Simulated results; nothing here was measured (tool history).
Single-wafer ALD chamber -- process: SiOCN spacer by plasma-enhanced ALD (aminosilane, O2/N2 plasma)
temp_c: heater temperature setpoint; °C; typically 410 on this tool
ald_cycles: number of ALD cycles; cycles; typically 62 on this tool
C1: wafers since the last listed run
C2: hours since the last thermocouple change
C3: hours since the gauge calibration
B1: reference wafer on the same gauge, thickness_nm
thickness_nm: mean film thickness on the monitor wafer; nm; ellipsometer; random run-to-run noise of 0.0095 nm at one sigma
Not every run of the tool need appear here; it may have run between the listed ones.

Run 1, hour 0.0: usual settings; C1 0; C2 2539.4; C3 516.9; B1 3.119. Result: thickness_nm 3.826 nm.
Run 2, hour 16.3: usual settings; C1 58; C2 2555.7; C3 533.2; B1 3.120. Result: thickness_nm 3.796 nm.
Run 3, hour 37.4: usual settings; C1 76; C2 2576.8; C3 554.3; B1 3.119. Result: thickness_nm 3.813 nm.
Run 4, hour 64.0: usual settings; C1 95; C2 2603.4; C3 580.9; B1 3.120. Result: thickness_nm 3.818 nm.
Run 5, hour 80.8: usual settings; C1 60; C2 2620.2; C3 597.7; B1 3.120. Result: thickness_nm 3.823 nm.
Run 6, hour 101.2: usual settings; C1 73; C2 2640.6; C3 618.1; B1 3.121. Result: thickness_nm 3.813 nm.
Run 7, hour 127.7: usual settings but temp_c 417 °C; C1 95; C2 2667.1; C3 644.6; B1 3.121. Result: thickness_nm 3.725 nm.
Run 8, hour 148.2: usual settings but temp_c 417 °C; C1 73; C2 2687.6; C3 665.1; B1 3.121. Result: thickness_nm 3.720 nm.
At hour 157.4: gauge calibrated.
Run 9, hour 168.7: usual settings but temp_c 417 °C; C1 73; C2 2708.1; C3 11.3; B1 3.121. Result: thickness_nm 3.727 nm.
Run 10, hour 196.1: usual settings but ald_cycles 54 cycles; C1 98; C2 2735.5; C3 38.7; B1 3.122. Result: thickness_nm 3.322 nm.
Run 11, hour 220.1: usual settings but temp_c 422 °C; C1 86; C2 2759.5; C3 62.7; B1 3.120. Result: thickness_nm 3.655 nm.
Run 12, hour 248.7: usual settings but temp_c 422 °C; C1 103; C2 2788.1; C3 91.3; B1 3.118. Result: thickness_nm 3.666 nm.
Run 13, hour 265.5: usual settings but ald_cycles 55 cycles; C1 60; C2 2804.9; C3 108.1; B1 3.119. Result: thickness_nm 3.382 nm.
Run 14, hour 278.5: usual settings but ald_cycles 55 cycles; C1 46; C2 2817.9; C3 121.1; B1 3.121. Result: thickness_nm 3.392 nm.
Run 15, hour 305.4: usual settings but ald_cycles 55 cycles; C1 97; C2 2844.8; C3 148.0; B1 3.121. Result: thickness_nm 3.391 nm.
Run 16, hour 339.9: usual settings but temp_c 416 °C; C1 124; C2 2879.3; C3 182.5; B1 3.119. Result: thickness_nm 3.719 nm.
Run 17, hour 360.8: usual settings but temp_c 416 °C; C1 75; C2 2900.2; C3 203.4; B1 3.119. Result: thickness_nm 3.736 nm.
Run 18, hour 439.0: usual settings; C1 282; C2 2978.4; C3 281.6; B1 3.121. Result: thickness_nm 3.822 nm.
At hour 486.6: thermocouple changed; heater temperature recalibrated.
Run 19, hour 492.7: usual settings; C1 164; C2 6.1; C3 335.3; B1 3.118. Result: thickness_nm 3.829 nm.
Run 20, hour 509.7: usual settings; C1 61; C2 23.1; C3 352.3; B1 3.119. Result: thickness_nm 3.811 nm.
Run 21, hour 555.4: usual settings but temp_c 401 °C; C1 164; C2 68.8; C3 398.0; B1 3.119. Result: thickness_nm 3.913 nm.
Run 22, hour 570.0: usual settings; C1 52; C2 83.4; C3 412.6; B1 3.120. Result: thickness_nm 3.812 nm.
Run 23, hour 603.1: usual settings but temp_c 403 °C, ald_cycles 53 cycles; C1 119; C2 116.5; C3 445.7; B1 3.120. Result: thickness_nm 3.316 nm.
Run 24, hour 628.6: usual settings but temp_c 403 °C, ald_cycles 73 cycles; C1 91; C2 142.0; C3 471.2; B1 3.121. Result: thickness_nm 4.567 nm.
Run 25, hour 640.7: usual settings but temp_c 399 °C; C1 43; C2 154.1; C3 483.3; B1 3.120. Result: thickness_nm 3.942 nm.
Run 26, hour 674.1: usual settings; C1 120; C2 187.5; C3 516.7; B1 3.120. Result: thickness_nm 3.805 nm.
Run 27, hour 707.6: usual settings; C1 120; C2 221.0; C3 550.2; B1 3.121. Result: thickness_nm 3.807 nm.
At hour 724.6: gauge calibrated.
Run 28, hour 736.9: usual settings but temp_c 421 °C, ald_cycles 56 cycles; C1 105; C2 250.3; C3 12.3; B1 3.122. Result: thickness_nm 3.350 nm.
Run 29, hour 756.9: usual settings but temp_c 396 °C, ald_cycles 55 cycles; C1 72; C2 270.3; C3 32.3; B1 3.118. Result: thickness_nm 3.485 nm.
Run 30, hour 788.5: usual settings; C1 113; C2 301.9; C3 63.9; B1 3.122. Result: thickness_nm 3.817 nm.
Run 31, hour 810.1: usual settings; C1 77; C2 323.5; C3 85.5; B1 3.119. Result: thickness_nm 3.805 nm.
Run 32, hour 832.0: usual settings but temp_c 423 °C, ald_cycles 57 cycles; C1 78; C2 345.4; C3 107.4; B1 3.119. Result: thickness_nm 3.369 nm.
Run 33, hour 847.3: usual settings; C1 55; C2 360.7; C3 122.7; B1 3.120. Result: thickness_nm 3.804 nm.
Run 34, hour 861.9: usual settings but temp_c 416 °C; C1 52; C2 375.3; C3 137.3; B1 3.118. Result: thickness_nm 3.742 nm.
Run 35, hour 879.7: usual settings; C1 64; C2 393.1; C3 155.1; B1 3.121. Result: thickness_nm 3.826 nm.
Run 36, hour 898.7: usual settings but temp_c 417 °C, ald_cycles 57 cycles; C1 68; C2 412.1; C3 174.1; B1 3.119. Result: thickness_nm 3.440 nm.
Run 37, hour 923.7: usual settings but temp_c 422 °C, ald_cycles 50 cycles; C1 90; C2 437.1; C3 199.1; B1 3.121. Result: thickness_nm 2.955 nm.
Run 38, hour 937.2: usual settings but temp_c 406 °C, ald_cycles 58 cycles; C1 48; C2 450.6; C3 212.6; B1 3.120. Result: thickness_nm 3.589 nm.
Run 39, hour 953.2: usual settings but temp_c 421 °C, ald_cycles 55 cycles; C1 57; C2 466.6; C3 228.6; B1 3.118. Result: thickness_nm 3.275 nm.
Run 40, hour 972.3: usual settings but temp_c 398 °C, ald_cycles 55 cycles; C1 68; C2 485.7; C3 247.7; B1 3.120. Result: thickness_nm 3.490 nm.
Run 41, hour 1002.1: usual settings but temp_c 395 °C, ald_cycles 55 cycles; C1 107; C2 515.5; C3 277.5; B1 3.119. Result: thickness_nm 3.489 nm.
Run 42, hour 1016.6: usual settings but temp_c 401 °C, ald_cycles 69 cycles; C1 52; C2 530.0; C3 292.0; B1 3.121. Result: thickness_nm 4.362 nm.

Take each entry between the runs: how does the hidden state at the last listed run before it differ from the hidden state at the first listed run after it?
From run 8 to run 9: gauge calibrated (hour 157.4)
  both runs share identical hidden conditions
From run 18 to run 19: thermocouple changed; heater temperature recalibrated (hour 486.6)
  both runs share identical hidden conditions
From run 27 to run 28: gauge calibrated (hour 724.6)
  both runs share identical hidden conditions
